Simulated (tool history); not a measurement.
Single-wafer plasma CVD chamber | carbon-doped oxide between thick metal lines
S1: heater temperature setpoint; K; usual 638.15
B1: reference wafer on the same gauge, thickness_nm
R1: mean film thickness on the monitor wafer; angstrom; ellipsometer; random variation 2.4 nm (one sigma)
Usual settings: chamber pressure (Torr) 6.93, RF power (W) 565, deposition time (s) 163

{"run": 1, "day": 0.0, "S1": 638.15, "chamber pressure (Torr)": 6.93, "RF power (W)": 565, "deposition time (s)": 139, "B1": 1116.025, "R1": 8047.08}
{"day": 2.175, "done": "thermocouple changed; heater temperature recalibrated"}
{"run": 2, "day": 2.208, "S1": 638.15, "chamber pressure (Torr)": 6.93, "RF power (W)": 565, "deposition time (s)": 163, "B1": 1115.86, "R1": 9600.7}
{"run": 3, "day": 5.121, "S1": 638.15, "chamber pressure (Torr)": 6.93, "RF power (W)": 565, "deposition time (s)": 163, "B1": 1116.807, "R1": 9524.17}
{"run": 4, "day": 7.396, "S1": 638.15, "chamber pressure (Torr)": 6.93, "RF power (W)": 565, "deposition time (s)": 163, "B1": 1116.114, "R1": 9563.08}
{"run": 5, "day": 10.067, "S1": 638.15, "chamber pressure (Torr)": 6.93, "RF power (W)": 565, "deposition time (s)": 163, "B1": 1116.287, "R1": 9525.42}
{"run": 6, "day": 11.921, "S1": 644.15, "chamber pressure (Torr)": 7.71, "RF power (W)": 530, "deposition time (s)": 185, "B1": 1115.249, "R1": 10253.34}
{"run": 7, "day": 13.312, "S1": 638.15, "chamber pressure (Torr)": 5.92, "RF power (W)": 610, "deposition time (s)": 163, "B1": 1115.723, "R1": 9893.38}
{"run": 8, "day": 15.717, "S1": 632.15, "chamber pressure (Torr)": 8.31, "RF power (W)": 565, "deposition time (s)": 176, "B1": 1116.64, "R1": 10556.83}
{"day": 16.221, "done": "gauge calibrated"}
{"run": 9, "day": 17.7, "S1": 644.15, "chamber pressure (Torr)": 6.93, "RF power (W)": 650, "deposition time (s)": 163, "B1": 1116.586, "R1": 10262.36}
{"run": 10, "day": 20.417, "S1": 638.15, "chamber pressure (Torr)": 6.93, "RF power (W)": 565, "deposition time (s)": 163, "B1": 1115.453, "R1": 9459.98}
{"run": 11, "day": 22.017, "S1": 646.15, "chamber pressure (Torr)": 7.47, "RF power (W)": 470, "deposition time (s)": 137, "B1": 1115.838, "R1": 6862.28}
{"run": 12, "day": 23.796, "S1": 649.15, "chamber pressure (Torr)": 6.09, "RF power (W)": 565, "deposition time (s)": 163, "B1": 1115.582, "R1": 9069.87}
{"run": 13, "day": 25.488, "S1": 644.15, "chamber pressure (Torr)": 7.96, "RF power (W)": 520, "deposition time (s)": 195, "B1": 1115.817, "R1": 10576.2}
{"run": 14, "day": 26.5, "S1": 638.15, "chamber pressure (Torr)": 6.93, "RF power (W)": 565, "deposition time (s)": 163, "B1": 1116.029, "R1": 9451.27}
{"run": 15, "day": 31.258, "S1": 638.15, "chamber pressure (Torr)": 6.93, "RF power (W)": 565, "deposition time (s)": 136, "B1": 1116.38, "R1": 7886.81}
{"run": 16, "day": 32.292, "S1": 644.15, "chamber pressure (Torr)": 6.42, "RF power (W)": 565, "deposition time (s)": 163, "B1": 1115.927, "R1": 9236.2}
{"run": 17, "day": 33.871, "S1": 638.15, "chamber pressure (Torr)": 6.93, "RF power (W)": 565, "deposition time (s)": 163, "B1": 1116.317, "R1": 9454.88}
{"day": 34.525, "done": "capacitance manometer re-zeroed and calibrated"}
{"run": 18, "day": 35.4, "S1": 649.15, "chamber pressure (Torr)": 5.35, "RF power (W)": 650, "deposition time (s)": 183, "B1": 1115.614, "R1": 10993.36}
{"run": 19, "day": 38.321, "S1": 651.15, "chamber pressure (Torr)": 5.6, "RF power (W)": 480, "deposition time (s)": 144, "B1": 1115.41, "R1": 7035.0}
{"run": 20, "day": 39.546, "S1": 638.15, "chamber pressure (Torr)": 6.93, "RF power (W)": 525, "deposition time (s)": 163, "B1": 1116.601, "R1": 8940.12}
{"run": 21, "day": 41.896, "S1": 638.15, "chamber pressure (Torr)": 7.57, "RF power (W)": 630, "deposition time (s)": 163, "B1": 1114.659, "R1": 10157.93}
{"run": 22, "day": 43.379, "S1": 638.15, "chamber pressure (Torr)": 5.81, "RF power (W)": 565, "deposition time (s)": 163, "B1": 1116.085, "R1": 9244.8}
{"run": 23, "day": 45.725, "S1": 638.15, "chamber pressure (Torr)": 6.93, "RF power (W)": 625, "deposition time (s)": 163, "B1": 1116.702, "R1": 10051.45}
{"run": 24, "day": 46.983, "S1": 638.15, "chamber pressure (Torr)": 7.77, "RF power (W)": 565, "deposition time (s)": 195, "B1": 1115.963, "R1": 11288.63}
{"run": 25, "day": 49.2, "S1": 638.15, "chamber pressure (Torr)": 6.93, "RF power (W)": 565, "deposition time (s)": 163, "B1": 1115.793, "R1": 9390.89}
{"run": 26, "day": 52.017, "S1": 626.15, "chamber pressure (Torr)": 6.93, "RF power (W)": 565, "deposition time (s)": 163, "B1": 1115.353, "R1": 9629.75}
{"run": 27, "day": 53.133, "S1": 638.15, "chamber pressure (Torr)": 6.93, "RF power (W)": 595, "deposition time (s)": 163, "B1": 1115.587, "R1": 9722.98}
{"run": 28, "day": 58.908, "S1": 645.15, "chamber pressure (Torr)": 6.93, "RF power (W)": 630, "deposition time (s)": 163, "B1": 1116.219, "R1": 9944.28}

4 ways to go on from here, each from the tool as it stands after run 28. What would each give?
{"run": "A", "day": 58.925, "S1": 649.15, "chamber pressure (Torr)": 6.93, "RF power (W)": 565, "deposition time (s)": 163, "B1": "?", "R1": "?"}
{"run": "B", "day": 58.925, "S1": 644.15, "chamber pressure (Torr)": 6.93, "RF power (W)": 455, "deposition time (s)": 163, "B1": "?", "R1": "?"}
{"run": "C", "day": 58.925, "S1": 625.15, "chamber pressure (Torr)": 6.93, "RF power (W)": 565, "deposition time (s)": 185, "B1": "?", "R1": "?"}
{"run": "D", "day": 58.925, "S1": 631.15, "chamber pressure (Torr)": 6.93, "RF power (W)": 660, "deposition time (s)": 192, "B1": "?", "R1": "?"}

run=A B1=1115.466 R1=9184.03
run=B B1=1115.466 R1=7901.10
run=C B1=1115.466 R1=11056.71
run=D B1=1115.466 R1=12521.47
Without the tool's hidden state the same runs would have given:
run=A R1=9414.71
run=B R1=8134.88
run=C R1=11351.97
run=D R1=12845.66

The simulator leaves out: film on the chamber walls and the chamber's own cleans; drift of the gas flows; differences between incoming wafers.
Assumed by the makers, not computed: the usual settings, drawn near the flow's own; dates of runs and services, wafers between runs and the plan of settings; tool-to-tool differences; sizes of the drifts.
